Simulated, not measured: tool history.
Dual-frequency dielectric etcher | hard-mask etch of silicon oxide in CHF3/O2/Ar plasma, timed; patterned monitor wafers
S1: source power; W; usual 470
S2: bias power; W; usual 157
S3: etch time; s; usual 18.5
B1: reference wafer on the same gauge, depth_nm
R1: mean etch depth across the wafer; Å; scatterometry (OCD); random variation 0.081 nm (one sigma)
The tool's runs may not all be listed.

run,hour,S1,S2,S3,B1,R1
1,0.0,430,157,18.5,37.30,328.4
# hour 0.3: gauge calibrated
2,44.9,470,157,18.5,37.33,349.2
3,83.2,470,157,18.5,37.27,347.9
4,174.6,470,157,18.5,37.26,348.3
5,242.4,530,157,18.5,37.29,374.3
6,282.6,530,157,18.5,37.29,374.9
7,345.8,530,157,18.5,37.29,376.8
8,409.2,410,157,18.5,37.28,319.2
# hour 444.5: wet clean of the chamber
9,448.1,470,157,13.0,37.29,245.5
# hour 466.8: bias power generator calibrated
10,554.4,360,157,21.0,37.27,332.0
11,623.3,540,121,18.5,37.26,345.5
# hour 660.4: upper electrode replaced
12,702.3,470,157,21.5,37.30,409.9
13,765.8,470,157,18.5,37.35,351.3
# hour 770.0: source power generator calibrated
14,827.9,470,146,22.0,37.30,395.9
15,931.9,370,123,17.0,37.26,242.4
16,975.7,380,195,18.5,37.31,324.9
17,1051.8,420,123,20.5,37.27,319.4
18,1110.5,470,177,18.5,37.33,359.2
# hour 1153.5: wet clean of the chamber
19,1204.7,390,157,18.5,37.30,304.3
20,1273.0,350,157,18.5,37.27,280.6
21,1315.8,470,157,18.5,37.31,342.6
22,1503.7,470,157,18.5,37.28,341.7
23,1548.5,470,157,18.5,37.29,343.4
24,1647.0,470,157,24.0,37.31,444.5
# hour 1679.7: gauge calibrated
25,1755.7,500,179,23.5,37.31,476.1
# hour 1894.8: wet clean of the chamber
26,1912.1,470,157,15.5,37.30,288.6
27,2006.5,470,157,18.5,37.28,344.2
28,2090.7,520,193,22.0,37.37,471.0
29,2194.4,470,157,18.5,37.29,344.9

Some steps in R1 between neighbouring runs. How much of each would the tool show without its hidden state too (settings, what came in, random variation), and how much is left for the hidden state, with any gauge scatter that isn't in both results?
The hidden state here: etch rate over this chamber's usual, %; source power that arrives over what is set, %; bias power that arrives over what is set, %; gauge reads high (%).
Run 9 -> 10: S1 470 -> 360, S3 13.0 -> 21.0, bias power generator calibrated. R1 +86.5 Å: hidden state +2.9, all else +83.6.
Run 13 -> 14: S2 157 -> 146, S3 18.5 -> 22.0, source power generator calibrated. R1 +44.6 Å: hidden state -8.6, all else +53.2.
Run 14 -> 15: S1 470 -> 370, S2 146 -> 123, S3 22.0 -> 17.0. R1 -153.5 Å: hidden state -1.2, all else -152.3.
Run 25 -> 26: S1 500 -> 470, S2 179 -> 157, S3 23.5 -> 15.5, wet clean of the chamber. R1 -187.5 Å: hidden state -1.5, all else -186.0.

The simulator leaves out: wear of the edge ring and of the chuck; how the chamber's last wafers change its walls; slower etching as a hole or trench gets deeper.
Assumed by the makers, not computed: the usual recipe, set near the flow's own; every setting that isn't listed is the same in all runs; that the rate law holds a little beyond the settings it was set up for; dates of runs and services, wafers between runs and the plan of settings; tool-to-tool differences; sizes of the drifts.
